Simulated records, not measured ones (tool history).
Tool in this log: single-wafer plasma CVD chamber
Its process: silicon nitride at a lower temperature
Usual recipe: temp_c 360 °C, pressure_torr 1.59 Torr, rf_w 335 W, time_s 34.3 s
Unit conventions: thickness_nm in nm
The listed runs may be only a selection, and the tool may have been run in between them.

run	hour	temp_c	pressure_torr	rf_w	time_s	wafers since the last listed run	hours since the last thermocouple change	hours since the last RF generator calibration	hours since the last manometer calibration	hours since the showerhead was replaced	hours since the gauge calibration	read-back reference wafer on the same gauge, thickness_nm	thickness_nm
1	0.0	360	1.59	335	34.3	0	2274.0	1557.3	2224.0	6589.3	15.9	34.692	41.174
2	24.8	360	1.59	335	34.3	595	2298.8	1582.1	2248.8	6614.1	40.7	34.698	41.010
3	48.9	360	1.59	335	34.3	578	2322.9	1606.2	2272.9	6638.2	64.8	34.705	41.102
4	76.7	360	1.59	335	34.3	667	2350.7	1634.0	2300.7	6666.0	92.6	34.694	40.975
5	108.8	360	1.59	335	34.3	770	2382.8	1666.1	2332.8	6698.1	124.7	34.702	41.123
# hour 128.3: showerhead replaced
6	163.1	360	1.59	335	34.3	1111	2437.1	1720.4	2387.1	34.8	179.0	34.709	40.980
7	204.1	360	1.59	335	39.7	983	2478.1	1761.4	2428.1	75.8	220.0	34.715	47.260
8	253.9	360	1.59	335	34.3	1195	2527.9	1811.2	2477.9	125.6	269.8	34.711	40.994
# hour 267.8: RF generator calibrated
9	290.9	360	1.59	335	34.3	695	2564.9	23.1	2514.9	162.6	306.8	34.694	39.758
10	317.5	360	1.82	335	34.3	638	2591.5	49.7	2541.5	189.2	333.4	34.718	40.408
11	350.1	360	1.59	335	34.3	782	2624.1	82.3	2574.1	221.8	366.0	34.710	39.736
12	395.9	360	1.59	315	34.3	1099	2669.9	128.1	2619.9	267.6	411.8	34.689	37.977
# hour 429.2: thermocouple changed; heater temperature recalibrated
13	429.7	356	1.21	380	27.8	619	0.5	161.9	2653.7	301.4	445.6	34.695	33.914
14	461.1	360	1.59	335	34.3	753	31.9	193.3	2685.1	332.8	477.0	34.695	39.739
# hour 501.8: RF generator calibrated, repeated, since the last time left the tool worse
15	505.7	360	1.59	335	34.3	878	76.5	3.9	2729.7	377.4	521.6	34.702	42.175
# hour 543.2: capacitance manometer re-zeroed and calibrated
16	559.5	360	1.26	355	34.3	1099	130.3	57.7	16.3	431.2	575.4	34.688	42.520
17	619.8	375	1.59	375	31.1	1446	190.6	118.0	76.6	491.5	635.7	34.683	41.123
18	667.0	372	1.59	335	34.3	1132	237.8	165.2	123.8	538.7	682.9	34.711	41.977
19	720.6	360	1.45	370	29.5	1286	291.4	218.8	177.4	592.3	736.5	34.694	38.220
20	760.4	360	1.59	335	34.3	955	331.2	258.6	217.2	632.1	776.3	34.714	42.150
21	797.4	360	1.29	335	37.5	887	368.2	295.6	254.2	669.1	813.3	34.712	44.727
22	833.5	352	1.59	385	37.3	866	404.3	331.7	290.3	705.2	849.4	34.689	50.301
23	892.1	360	1.59	335	34.3	1406	462.9	390.3	348.9	763.8	908.0	34.697	42.133
24	935.9	360	1.59	335	34.3	1051	506.7	434.1	392.7	807.6	951.8	34.713	42.151
25	982.6	360	1.41	270	34.3	1120	553.4	480.8	439.4	854.3	998.5	34.693	35.364

For run 26, what comes out?
26	1017.6	360	1.59	375	34.3	839	588.4	515.8	474.4	889.3	1033.5	?	?

read-back reference wafer on the same gauge, thickness_nm: 34.682
thickness_nm: 45.261 nm
With the hidden condition absent and the run-to-run variation left alone, this run would have shown thickness_nm 45.359 nm.
